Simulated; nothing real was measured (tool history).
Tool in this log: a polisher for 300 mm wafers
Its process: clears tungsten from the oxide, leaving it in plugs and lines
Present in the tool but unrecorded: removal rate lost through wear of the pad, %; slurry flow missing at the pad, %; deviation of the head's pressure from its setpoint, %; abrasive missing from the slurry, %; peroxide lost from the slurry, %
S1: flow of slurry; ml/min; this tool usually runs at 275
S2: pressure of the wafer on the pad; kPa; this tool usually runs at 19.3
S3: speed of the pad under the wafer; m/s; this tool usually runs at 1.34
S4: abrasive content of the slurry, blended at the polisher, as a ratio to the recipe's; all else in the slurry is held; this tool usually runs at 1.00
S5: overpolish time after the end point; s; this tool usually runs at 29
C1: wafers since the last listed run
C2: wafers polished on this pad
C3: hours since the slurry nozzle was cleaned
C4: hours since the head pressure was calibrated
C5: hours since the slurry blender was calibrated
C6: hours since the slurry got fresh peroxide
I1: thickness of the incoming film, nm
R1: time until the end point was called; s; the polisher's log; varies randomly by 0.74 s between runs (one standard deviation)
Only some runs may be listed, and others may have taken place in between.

{"run": 1, "day": 0.0, "S1": 275, "S2": 19.3, "S3": 1.34, "S4": 1.1, "S5": 29, "C1": 0, "C2": 830, "C3": 234.4, "C4": 320.0, "C5": 103.7, "C6": 108.7, "I1": 322.8, "R1": 65.3}
{"run": 2, "day": 4.05, "S1": 275, "S2": 19.3, "S3": 1.34, "S4": 1.1, "S5": 29, "C1": 918, "C2": 1749, "C3": 331.6, "C4": 417.2, "C5": 200.9, "C6": 205.9, "I1": 324.3, "R1": 68.8}
{"day": 7.338, "done": "slurry tank refilled with fresh slurry and peroxide"}
{"run": 3, "day": 8.15, "S1": 275, "S2": 19.3, "S3": 1.34, "S4": 1.0, "S5": 29, "C1": 919, "C2": 2668, "C3": 430.0, "C4": 515.6, "C5": 299.3, "C6": 19.5, "I1": 316.2, "R1": 67.0}
{"day": 8.542, "done": "worn pad replaced by a new one"}
{"run": 4, "day": 9.842, "S1": 275, "S2": 19.3, "S3": 1.34, "S4": 1.0, "S5": 29, "C1": 345, "C2": 294, "C3": 470.6, "C4": 556.2, "C5": 339.9, "C6": 60.1, "I1": 318.1, "R1": 70.9}
{"day": 10.062, "done": "slurry nozzle cleaned"}
{"day": 10.658, "done": "slurry blender recalibrated"}
{"run": 5, "day": 13.233, "S1": 275, "S2": 19.3, "S3": 1.34, "S4": 1.0, "S5": 29, "C1": 740, "C2": 1035, "C3": 76.1, "C4": 637.6, "C5": 61.8, "C6": 141.5, "I1": 317.5, "R1": 67.0}
{"run": 6, "day": 15.621, "S1": 275, "S2": 19.3, "S3": 1.34, "S4": 1.0, "S5": 29, "C1": 541, "C2": 1576, "C3": 133.4, "C4": 694.9, "C5": 119.1, "C6": 198.8, "I1": 315.7, "R1": 67.2}
{"day": 19.221, "done": "slurry tank refilled with fresh slurry and peroxide"}
{"day": 23.654, "done": "worn pad replaced by a new one"}
{"run": 7, "day": 23.775, "S1": 275, "S2": 19.3, "S3": 1.34, "S4": 1.0, "S5": 29, "C1": 1801, "C2": 27, "C3": 329.1, "C4": 890.6, "C5": 314.8, "C6": 109.3, "I1": 324.1, "R1": 69.2}
{"day": 25.7, "done": "slurry blender recalibrated"}
{"run": 8, "day": 25.925, "S1": 275, "S2": 19.3, "S3": 1.34, "S4": 1.0, "S5": 29, "C1": 468, "C2": 496, "C3": 380.7, "C4": 942.2, "C5": 5.4, "C6": 160.9, "I1": 315.5, "R1": 69.8}
{"day": 29.979, "done": "slurry nozzle cleaned"}
{"run": 9, "day": 30.129, "S1": 275, "S2": 17.2, "S3": 1.34, "S4": 1.0, "S5": 29, "C1": 943, "C2": 1439, "C3": 3.6, "C4": 1043.1, "C5": 106.3, "C6": 261.8, "I1": 323.8, "R1": 76.4}
{"run": 10, "day": 31.662, "S1": 275, "S2": 17.2, "S3": 1.34, "S4": 1.0, "S5": 29, "C1": 347, "C2": 1787, "C3": 40.4, "C4": 1079.9, "C5": 143.1, "C6": 298.6, "I1": 317.9, "R1": 74.8}
{"day": 34.871, "done": "slurry tank refilled with fresh slurry and peroxide"}
{"run": 11, "day": 35.604, "S1": 275, "S2": 19.3, "S3": 1.34, "S4": 1.0, "S5": 29, "C1": 884, "C2": 2671, "C3": 135.0, "C4": 1174.5, "C5": 237.7, "C6": 17.6, "I1": 317.3, "R1": 62.4}
{"day": 36.929, "done": "worn pad replaced by a new one"}
{"day": 38.012, "done": "slurry blender recalibrated"}
{"run": 12, "day": 39.529, "S1": 360, "S2": 19.3, "S3": 1.34, "S4": 0.75, "S5": 23, "C1": 833, "C2": 570, "C3": 229.2, "C4": 1268.7, "C5": 36.4, "C6": 111.8, "I1": 326.7, "R1": 69.5}
{"day": 40.55, "done": "head pressure recalibrated"}
{"run": 13, "day": 43.679, "S1": 275, "S2": 19.3, "S3": 1.34, "S4": 1.0, "S5": 29, "C1": 921, "C2": 1492, "C3": 328.8, "C4": 75.1, "C5": 136.0, "C6": 211.4, "I1": 318.5, "R1": 68.6}
{"day": 48.829, "done": "slurry tank refilled with fresh slurry and peroxide"}
{"run": 14, "day": 48.867, "S1": 240, "S2": 23.4, "S3": 1.34, "S4": 1.0, "S5": 29, "C1": 1166, "C2": 2659, "C3": 453.3, "C4": 199.6, "C5": 260.5, "C6": 0.9, "I1": 319.4, "R1": 57.1}
{"day": 50.775, "done": "worn pad replaced by a new one"}
{"day": 51.275, "done": "slurry nozzle cleaned"}
{"day": 53.154, "done": "slurry blender recalibrated"}
{"run": 15, "day": 53.179, "S1": 240, "S2": 19.3, "S3": 1.34, "S4": 1.0, "S5": 29, "C1": 911, "C2": 516, "C3": 45.7, "C4": 303.1, "C5": 0.6, "C6": 104.4, "I1": 320.5, "R1": 66.9}
{"run": 16, "day": 55.45, "S1": 275, "S2": 13.1, "S3": 1.6, "S4": 0.75, "S5": 29, "C1": 514, "C2": 1031, "C3": 100.2, "C4": 357.6, "C5": 55.1, "C6": 158.9, "I1": 318.6, "R1": 89.0}
{"run": 17, "day": 57.7, "S1": 220, "S2": 19.3, "S3": 1.2, "S4": 0.7, "S5": 29, "C1": 510, "C2": 1541, "C3": 154.2, "C4": 411.6, "C5": 109.1, "C6": 212.9, "I1": 319.3, "R1": 84.1}
{"day": 60.7, "done": "slurry tank refilled with fresh slurry and peroxide"}
{"run": 18, "day": 60.912, "S1": 315, "S2": 12.4, "S3": 1.34, "S4": 1.15, "S5": 23, "C1": 718, "C2": 2260, "C3": 231.3, "C4": 488.7, "C5": 186.2, "C6": 5.1, "I1": 318.4, "R1": 90.9}
{"run": 19, "day": 64.0, "S1": 305, "S2": 24.8, "S3": 1.34, "S4": 1.0, "S5": 29, "C1": 699, "C2": 2960, "C3": 305.4, "C4": 562.8, "C5": 260.3, "C6": 79.2, "I1": 320.3, "R1": 52.9}
{"day": 64.717, "done": "worn pad replaced by a new one"}
{"run": 20, "day": 67.171, "S1": 275, "S2": 19.3, "S3": 1.34, "S4": 1.0, "S5": 29, "C1": 680, "C2": 556, "C3": 381.5, "C4": 638.9, "C5": 336.4, "C6": 155.3, "I1": 321.0, "R1": 69.0}
{"day": 68.438, "done": "slurry blender recalibrated"}
{"run": 21, "day": 69.196, "S1": 275, "S2": 19.3, "S3": 0.92, "S4": 1.0, "S5": 44, "C1": 440, "C2": 996, "C3": 430.1, "C4": 687.5, "C5": 18.2, "C6": 203.9, "I1": 323.6, "R1": 105.0}

Branching from run 21: 3 alternative next runs. What would each branch give?
{"run": "A", "day": 69.217, "S1": 275, "S2": 14.5, "S3": 1.34, "S4": 1.0, "S5": 29, "C1": 4, "C2": 1000, "C3": 430.6, "C4": 688.0, "C5": 18.7, "C6": 204.4, "I1": 321.4, "R1": "?"}
{"run": "B", "day": 69.217, "S1": 275, "S2": 19.3, "S3": 1.34, "S4": 1.0, "S5": 15, "C1": 4, "C2": 1000, "C3": 430.6, "C4": 688.0, "C5": 18.7, "C6": 204.4, "I1": 321.4, "R1": "?"}
{"run": "C", "day": 69.217, "S1": 350, "S2": 19.3, "S3": 0.96, "S4": 1.0, "S5": 29, "C1": 4, "C2": 1000, "C3": 430.6, "C4": 688.0, "C5": 18.7, "C6": 204.4, "I1": 321.4, "R1": "?"}

run=A R1=97.0
run=B R1=72.8
run=C R1=97.7
Had the tool no hidden state, the same runs would have come out as:
run=A R1=82.9
run=B R1=62.2
run=C R1=84.9

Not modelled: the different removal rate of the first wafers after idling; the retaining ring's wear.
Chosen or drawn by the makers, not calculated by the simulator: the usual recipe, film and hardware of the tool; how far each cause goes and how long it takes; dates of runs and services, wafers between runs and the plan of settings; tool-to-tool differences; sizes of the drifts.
